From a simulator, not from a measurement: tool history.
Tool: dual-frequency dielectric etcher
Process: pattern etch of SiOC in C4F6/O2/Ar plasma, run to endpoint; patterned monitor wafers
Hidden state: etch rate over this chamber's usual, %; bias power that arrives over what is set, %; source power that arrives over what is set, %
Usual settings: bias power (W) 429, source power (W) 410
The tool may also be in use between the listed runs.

run	hour	bias power (W)	source power (W)	wafers since the last listed run	hours since the last wet clean	hours since the last bias power generator calibration	hours since the last source power generator calibration	hours since the last upper electrode change	incoming incoming film thickness, nm	endpoint time (s)
1	0	429	380	0	532	1126.8	4244.4	3404.1	47.7	19.6
# hour 13.2: wet clean of the chamber
2	119	429	380	1195	105.8	1245.8	4363.4	3523.1	47.51	18.8
3	162.9	429	460	496	149.7	1289.7	4407.3	3567	47.4	17.2
# hour 277.5: source power generator calibrated
4	334	429	460	1888	320.8	1460.8	56.5	3738.1	48.02	17.5
5	365.8	429	460	359	352.6	1492.6	88.3	3769.9	48.19	17.7
6	415.4	511	410	560	402.2	1542.2	137.9	3819.5	48.2	17.4
7	454.4	511	410	440	441.2	1581.2	176.9	3858.5	47.86	17.6
# hour 525.2: wet clean of the chamber
# hour 541.2: upper electrode replaced
8	541.7	337	320	535	16.5	1668.5	264.2	0.5	47.87	22.3
# hour 547.1: bias power generator calibrated
9	558.8	429	310	148	33.6	11.7	281.3	17.6	47.71	20.6
10	606.7	460	380	541	81.5	59.6	329.2	65.5	47.65	18.3
11	651.3	429	410	504	126.1	104.2	373.8	110.1	48.18	18.4
12	692.7	429	450	467	167.5	145.6	415.2	151.5	47.28	17.4
13	717.3	429	410	278	192.1	170.2	439.8	176.1	47.3	18.1
14	756.4	459	340	441	231.2	209.3	478.9	215.2	47.97	19.6

5 ways to go on from here, each from the tool as it stands after run 14. What would each give?
A	756.8	429	410	4	231.6	209.7	479.3	215.6	47.65	?
B	756.8	468	460	4	231.6	209.7	479.3	215.6	47.65	?
C	756.8	372	380	4	231.6	209.7	479.3	215.6	47.65	?
D	756.8	513	500	4	231.6	209.7	479.3	215.6	47.65	?
E	756.8	429	470	4	231.6	209.7	479.3	215.6	47.65	?

run	endpoint time (s)
A	18.3
B	16.8
C	19.9
D	15.6
E	17.1
Without the tool's hidden state the same runs would have given:
run	endpoint time (s)
A	18
B	16.5
C	19.6
D	15.4
E	16.9

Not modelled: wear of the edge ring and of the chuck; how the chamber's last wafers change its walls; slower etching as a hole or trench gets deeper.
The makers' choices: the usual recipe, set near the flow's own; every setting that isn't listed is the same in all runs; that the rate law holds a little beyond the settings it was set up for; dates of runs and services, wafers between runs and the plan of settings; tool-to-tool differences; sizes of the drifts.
